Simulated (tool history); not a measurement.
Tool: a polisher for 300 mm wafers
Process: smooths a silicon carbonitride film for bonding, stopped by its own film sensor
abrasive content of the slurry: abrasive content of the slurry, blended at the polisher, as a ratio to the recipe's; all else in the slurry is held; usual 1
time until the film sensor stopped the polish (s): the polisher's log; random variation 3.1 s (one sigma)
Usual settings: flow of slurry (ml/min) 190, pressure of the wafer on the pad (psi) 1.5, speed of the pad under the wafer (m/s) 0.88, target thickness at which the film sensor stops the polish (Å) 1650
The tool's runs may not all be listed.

| run | hour | flow of slurry (ml/min) | pressure of the wafer on the pad (psi) | speed of the pad under the wafer (m/s) | abrasive content of the slurry | target thickness at which the film sensor stops the polish (Å) | wafers since the last listed run | wafers polished on this pad | hours since the slurry nozzle was cleaned | hours since the head pressure was calibrated | hours since the slurry blender was calibrated | incoming thickness of the incoming film, nm | time until the film sensor stopped the polish (s) |
|---|---|---|---|---|---|---|---|---|---|---|---|---|---|
| 1 | 0 | 190 | 1.5 | 0.88 | 1 | 1650 | 0 | 1481 | 59.7 | 507.9 | 338.8 | 190 | 162 |
|  | 28.5 | worn pad replaced by a new one |
| 2 | 30.1 | 190 | 1.5 | 0.88 | 1 | 1650 | 193 | 11 | 89.8 | 538 | 368.9 | 189.7 | 161.8 |
|  | 38.1 | slurry blender recalibrated |
| 3 | 83.4 | 190 | 1.5 | 0.88 | 1 | 1650 | 380 | 392 | 143.1 | 591.3 | 45.3 | 187.4 | 149.7 |
| 4 | 137.2 | 190 | 1.5 | 0.88 | 1 | 1650 | 399 | 791 | 196.9 | 645.1 | 99.1 | 189.2 | 159.7 |
| 5 | 197.7 | 190 | 1.5 | 0.88 | 1 | 1650 | 448 | 1240 | 257.4 | 705.6 | 159.6 | 190.6 | 164.7 |
| 6 | 240.1 | 190 | 1.5 | 0.88 | 1 | 1650 | 314 | 1554 | 299.8 | 748 | 202 | 188.6 | 158.6 |
|  | 271.4 | worn pad replaced by a new one |
| 7 | 284.1 | 190 | 1.5 | 0.88 | 1 | 1650 | 296 | 94 | 343.8 | 792 | 246 | 192 | 173 |
| 8 | 351.6 | 190 | 1.5 | 0.88 | 1 | 1650 | 500 | 595 | 411.3 | 859.5 | 313.5 | 192.2 | 179 |
| 9 | 381.1 | 190 | 1.5 | 0.88 | 1 | 1650 | 218 | 814 | 440.8 | 889 | 343 | 185.8 | 131.3 |
| 10 | 432.4 | 190 | 1.5 | 0.88 | 1 | 1650 | 380 | 1194 | 492.1 | 940.3 | 394.3 | 189.9 | 156.4 |
|  | 446.8 | slurry blender recalibrated |
| 11 | 472.8 | 190 | 1.9 | 1.12 | 1 | 1650 | 284 | 1479 | 532.5 | 980.7 | 26 | 190.7 | 118.9 |
|  | 504.9 | worn pad replaced by a new one |
| 12 | 510.1 | 190 | 1.5 | 0.88 | 1 | 1570 | 247 | 38 | 569.8 | 1018 | 63.3 | 187.2 | 200.4 |
| 13 | 558.7 | 190 | 1.5 | 0.88 | 1 | 1650 | 360 | 399 | 618.4 | 1066.6 | 111.9 | 189.8 | 161.8 |
| 14 | 600.6 | 190 | 1.5 | 0.88 | 1 | 1650 | 310 | 710 | 660.3 | 1108.5 | 153.8 | 187.6 | 145.7 |
|  | 617.5 | slurry nozzle cleaned |
| 15 | 642 | 160 | 1.5 | 0.88 | 1 | 1650 | 299 | 1009 | 24.5 | 1149.9 | 195.2 | 191.9 | 179.9 |
| 16 | 704.8 | 250 | 1.5 | 1.1 | 0.9 | 1560 | 465 | 1475 | 87.3 | 1212.7 | 258 | 191.3 | 212.4 |

Run 17 comes next. What will it give?
|  | 712.5 | worn pad replaced by a new one |
| 17 | 749 | 190 | 1.5 | 1.02 | 0.8 | 1570 | 298 | 270 | 131.5 | 1256.9 | 302.2 | 192.2 | ? |

time until the film sensor stopped the polish (s): 237.4
Without the tool's hidden state the same run would have given time until the film sensor stopped the polish (s) 237.4.
